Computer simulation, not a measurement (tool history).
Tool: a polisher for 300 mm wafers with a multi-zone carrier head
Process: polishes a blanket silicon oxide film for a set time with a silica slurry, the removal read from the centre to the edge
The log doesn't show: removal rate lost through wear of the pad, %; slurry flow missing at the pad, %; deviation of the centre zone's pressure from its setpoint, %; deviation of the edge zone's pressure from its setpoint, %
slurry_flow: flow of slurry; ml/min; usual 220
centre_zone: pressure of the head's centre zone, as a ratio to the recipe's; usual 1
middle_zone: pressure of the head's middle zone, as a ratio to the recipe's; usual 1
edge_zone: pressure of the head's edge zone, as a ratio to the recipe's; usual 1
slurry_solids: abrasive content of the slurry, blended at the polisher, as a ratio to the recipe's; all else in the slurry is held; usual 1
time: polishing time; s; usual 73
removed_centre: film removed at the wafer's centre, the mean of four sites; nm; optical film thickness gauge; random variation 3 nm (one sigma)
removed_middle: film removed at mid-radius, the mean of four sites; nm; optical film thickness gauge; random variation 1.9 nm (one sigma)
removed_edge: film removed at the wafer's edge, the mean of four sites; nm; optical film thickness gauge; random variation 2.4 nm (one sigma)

run	hour	slurry_flow	centre_zone	middle_zone	edge_zone	slurry_solids	time	wafers since the last listed run	wafers polished on this pad	hours since the slurry nozzle was cleaned	hours since the centre zone pressure was calibrated	hours since the edge zone pressure was calibrated	hours since the carrier head's membrane was replaced	incoming thickness of the incoming film, nm	removed_centre	removed_middle	removed_edge
1	0	220	1	1	1	1	73	0	4842	507.5	153.3	208.5	850.9	1306.9	206.3	196.1	195.9
2	40.1	220	1	0.94	1	1	60	293	5136	547.6	193.4	248.6	891	1326.4	171.2	153.5	157.5
3	93.6	220	1	1	1	1	73	391	5527	601.1	246.9	302.1	944.5	1339.8	218.1	196.1	196.4
# hour 137.9: worn pad replaced by a new one
# hour 160.7: carrier head's membrane replaced by a new one
4	189	220	1	1.11	1	1	73	632	337	696.5	342.3	397.5	28.3	1347.5	213.7	210.8	195.7
# hour 229.2: slurry nozzle cleaned
5	273.7	220	1.09	1.09	1	1	97	612	949	44.5	427	482.2	113	1349.4	312.9	279	260.2
6	338.4	220	1	1	1	0.9	73	473	1422	109.2	491.7	546.9	177.7	1336.8	203.1	181.4	186.8
7	494.5	200	1.03	0.93	0.93	1	73	1141	2564	265.3	647.8	703	333.8	1358.3	221.2	186.5	188.7
8	577.3	290	1	1	1.1	1.1	73	605	3170	348.1	730.6	785.8	416.6	1331.8	240	219.8	222
# hour 656.7: centre zone pressure recalibrated
9	657.9	295	1	1.04	1	1	62	575	3745	428.7	1.2	866.4	497.2	1331.2	173.7	175.8	174
# hour 761.9: edge zone pressure recalibrated
# hour 956.2: worn pad replaced by a new one
10	967.9	275	1	1	1.11	1.15	65	2224	85	738.7	311.2	206	807.2	1304.7	214.5	194.6	210.6
# hour 1002: slurry nozzle cleaned
11	1009.1	220	1.11	1	0.93	1	73	294	379	7.1	352.4	247.2	848.4	1339.9	240.6	196.7	191.7
12	1093.3	245	1	1	1	1	73	615	995	91.3	436.6	331.4	932.6	1327.5	220.9	203.5	197.2
13	1132.5	220	0.91	1	1	1	73	286	1282	130.5	475.8	370.6	971.8	1330.1	203.6	199.7	194.7
# hour 1226: carrier head's membrane replaced by a new one
14	1226.5	220	1	1	1	1	73	651	1933	224.5	569.8	464.6	0.5	1360.1	223.2	198.6	196.5
# hour 1299.5: centre zone pressure recalibrated
15	1313.3	170	1.08	0.91	1	1	61	620	2553	311.3	13.8	551.4	87.3	1356.7	172.4	148.5	164.5
16	1356.3	220	1	1	1	1	73	314	2868	354.3	56.8	594.4	130.3	1309	200.4	196	195.6
17	1416.1	220	1	1	1	1.2	73	437	3305	414.1	116.6	654.2	190.1	1344.9	228.3	219	219.2
18	1458.7	220	1	1.04	1	1	73	311	3617	456.7	159.2	696.8	232.7	1312.5	208	202	196.9
19	1511.4	220	1	1	1	1	73	385	4002	509.4	211.9	749.5	285.4	1322.4	211	197	198.8
# hour 1580.5: worn pad replaced by a new one
20	1581	270	1.08	1	1	1	73	479	3	579	281.5	819.1	355	1317.2	238.9	203.1	200

5 ways to go on from here, each from the tool as it stands after run 20. What would each give?
A	1581.4	220	1	1	1	1	73	2	6	579.4	281.9	819.5	355.4	1306.9	?	?	?
B	1581.4	220	1	0.94	1	1	73	2	6	579.4	281.9	819.5	355.4	1306.9	?	?	?
C	1581.4	195	1.12	1	1.04	1	59	2	6	579.4	281.9	819.5	355.4	1306.9	?	?	?
D	1581.4	255	1.05	0.93	1	1	73	2	6	579.4	281.9	819.5	355.4	1306.9	?	?	?
E	1581.4	220	1	1	1	0.85	73	2	6	579.4	281.9	819.5	355.4	1306.9	?	?	?

run	removed_centre	removed_middle	removed_edge
A	218.7	201.6	199.4
B	218.6	193.8	199.5
C	190.4	159.9	162.1
D	232.5	196.1	202.3
E	195.3	180	178.1
Without the tool's hidden state the same runs would have given:
run	removed_centre	removed_middle	removed_edge
A	202.1	201.7	199.4
B	202	193.9	199.5
C	176.1	160	162.1
D	214.9	196.2	202.3
E	180.5	180.1	178.1
